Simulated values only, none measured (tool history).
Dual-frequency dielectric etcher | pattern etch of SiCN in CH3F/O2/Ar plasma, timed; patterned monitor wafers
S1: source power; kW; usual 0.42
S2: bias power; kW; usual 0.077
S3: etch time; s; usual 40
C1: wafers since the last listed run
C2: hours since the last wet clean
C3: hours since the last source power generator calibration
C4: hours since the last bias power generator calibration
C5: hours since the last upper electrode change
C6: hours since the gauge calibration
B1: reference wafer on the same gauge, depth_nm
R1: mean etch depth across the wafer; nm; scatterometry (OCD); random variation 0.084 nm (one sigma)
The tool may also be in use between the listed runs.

{"run": 1, "hour": 0.0, "S1": 0.42, "S2": 0.077, "S3": 40, "C1": 0, "C2": 443.6, "C3": 1470.6, "C4": 2177.8, "C5": 3553.2, "C6": 0.1, "B1": 15.4, "R1": 16.7}
{"hour": 36.9, "done": "wet clean of the chamber"}
{"run": 2, "hour": 102.3, "S1": 0.42, "S2": 0.077, "S3": 40, "C1": 1138, "C2": 65.4, "C3": 1572.9, "C4": 2280.1, "C5": 3655.5, "C6": 102.4, "B1": 15.4, "R1": 16.04}
{"run": 3, "hour": 149.0, "S1": 0.42, "S2": 0.077, "S3": 40, "C1": 678, "C2": 112.1, "C3": 1619.6, "C4": 2326.8, "C5": 3702.2, "C6": 149.1, "B1": 15.41, "R1": 16.25}
{"run": 4, "hour": 239.8, "S1": 0.42, "S2": 0.077, "S3": 40, "C1": 1320, "C2": 202.9, "C3": 1710.4, "C4": 2417.6, "C5": 3793, "C6": 239.9, "B1": 15.39, "R1": 16.2}
{"run": 5, "hour": 335.2, "S1": 0.42, "S2": 0.077, "S3": 40, "C1": 1386, "C2": 298.3, "C3": 1805.8, "C4": 2513, "C5": 3888.4, "C6": 335.3, "B1": 15.4, "R1": 16.52}
{"run": 6, "hour": 433.9, "S1": 0.42, "S2": 0.077, "S3": 49, "C1": 1434, "C2": 397, "C3": 1904.5, "C4": 2611.7, "C5": 3987.1, "C6": 434, "B1": 15.4, "R1": 20.48}
{"hour": 493.7, "done": "wet clean of the chamber"}
{"run": 7, "hour": 494.2, "S1": 0.42, "S2": 0.077, "S3": 49, "C1": 527, "C2": 0.5, "C3": 1964.8, "C4": 2672, "C5": 4047.4, "C6": 494.3, "B1": 15.41, "R1": 19.47}
{"run": 8, "hour": 580.5, "S1": 0.42, "S2": 0.077, "S3": 49, "C1": 1254, "C2": 86.8, "C3": 2051.1, "C4": 2758.3, "C5": 4133.7, "C6": 580.6, "B1": 15.41, "R1": 19.67}
{"hour": 610.2, "done": "bias power generator calibrated"}
{"hour": 675.3, "done": "upper electrode replaced, of another model than before"}
{"run": 9, "hour": 681.7, "S1": 0.42, "S2": 0.077, "S3": 40, "C1": 1064, "C2": 188, "C3": 2152.3, "C4": 71.5, "C5": 6.4, "C6": 681.8, "B1": 15.41, "R1": 16.18}
{"run": 10, "hour": 726.4, "S1": 0.42, "S2": 0.077, "S3": 36.5, "C1": 649, "C2": 232.7, "C3": 2197, "C4": 116.2, "C5": 51.1, "C6": 726.5, "B1": 15.39, "R1": 14.89}
{"hour": 748.4, "done": "source power generator calibrated"}
{"run": 11, "hour": 776.3, "S1": 0.39, "S2": 0.093, "S3": 40, "C1": 667, "C2": 282.6, "C3": 27.9, "C4": 166.1, "C5": 101, "C6": 776.4, "B1": 15.41, "R1": 16.33}
{"run": 12, "hour": 853.8, "S1": 0.42, "S2": 0.077, "S3": 44, "C1": 1126, "C2": 360.1, "C3": 105.4, "C4": 243.6, "C5": 178.5, "C6": 853.9, "B1": 15.39, "R1": 18.13}
{"hour": 888.0, "done": "gauge calibrated"}
{"hour": 945.1, "done": "wet clean of the chamber"}
{"run": 13, "hour": 945.6, "S1": 0.42, "S2": 0.064, "S3": 40, "C1": 985, "C2": 0.5, "C3": 197.2, "C4": 335.4, "C5": 270.3, "C6": 57.6, "B1": 15.41, "R1": 15.32}
{"run": 14, "hour": 1026.1, "S1": 0.51, "S2": 0.09, "S3": 40, "C1": 1170, "C2": 81, "C3": 277.7, "C4": 415.9, "C5": 350.8, "C6": 138.1, "B1": 15.39, "R1": 18.22}
{"run": 15, "hour": 1120.1, "S1": 0.46, "S2": 0.067, "S3": 40, "C1": 1366, "C2": 175, "C3": 371.7, "C4": 509.9, "C5": 444.8, "C6": 232.1, "B1": 15.39, "R1": 16.55}
{"run": 16, "hour": 1185.4, "S1": 0.52, "S2": 0.092, "S3": 36, "C1": 949, "C2": 240.3, "C3": 437, "C4": 575.2, "C5": 510.1, "C6": 297.4, "B1": 15.42, "R1": 17}
{"run": 17, "hour": 1249.3, "S1": 0.42, "S2": 0.06, "S3": 40, "C1": 929, "C2": 304.2, "C3": 500.9, "C4": 639.1, "C5": 574, "C6": 361.3, "B1": 15.39, "R1": 15.44}
{"run": 18, "hour": 1310.7, "S1": 0.42, "S2": 0.077, "S3": 49, "C1": 892, "C2": 365.6, "C3": 562.3, "C4": 700.5, "C5": 635.4, "C6": 422.7, "B1": 15.39, "R1": 20.32}
{"hour": 1394.8, "done": "wet clean of the chamber"}
{"run": 19, "hour": 1395.3, "S1": 0.42, "S2": 0.077, "S3": 40, "C1": 881, "C2": 0.5, "C3": 646.9, "C4": 785.1, "C5": 720, "C6": 507.3, "B1": 15.41, "R1": 15.83}
{"run": 20, "hour": 1464.3, "S1": 0.42, "S2": 0.077, "S3": 40, "C1": 1003, "C2": 69.5, "C3": 715.9, "C4": 854.1, "C5": 789, "C6": 576.3, "B1": 15.39, "R1": 16.08}

How the hidden state differs across the entries between the runs, from the last listed run before each to the first after it:
Between runs 1 and 2: wet clean of the chamber (hour 36.9)
  etch rate over this chamber's usual, %: 5.24 -> 1.04
  measured less the result without the state, R1: +0.84 -> +0.16 nm
Between runs 6 and 7: wet clean of the chamber (hour 493.7)
  etch rate over this chamber's usual, %: 4.76 -> 0.216
  measured less the result without the state, R1: +0.93 -> +0.04 nm
Between runs 8 and 9: bias power generator calibrated (hour 610.2); upper electrode replaced, of another model than before (hour 675.3)
  etch rate over this chamber's usual, %: 1.18 -> 2.32
  measured less the result without the state, R1: +0.23 -> +0.37 nm
Between runs 10 and 11: source power generator calibrated (hour 748.4)
  etch rate over this chamber's usual, %: 2.82 -> 3.38
  measured less the result without the state, R1: +0.41 -> +0.54 nm
Between runs 12 and 13: gauge calibrated (hour 888); wet clean of the chamber (hour 945.1)
  etch rate over this chamber's usual, %: 4.25 -> -0.437
  measured less the result without the state, R1: +0.74 -> -0.06 nm
Between runs 18 and 19: wet clean of the chamber (hour 1394.8)
  etch rate over this chamber's usual, %: 3.66 -> 0.0961
  measured less the result without the state, R1: +0.71 -> +0.01 nm

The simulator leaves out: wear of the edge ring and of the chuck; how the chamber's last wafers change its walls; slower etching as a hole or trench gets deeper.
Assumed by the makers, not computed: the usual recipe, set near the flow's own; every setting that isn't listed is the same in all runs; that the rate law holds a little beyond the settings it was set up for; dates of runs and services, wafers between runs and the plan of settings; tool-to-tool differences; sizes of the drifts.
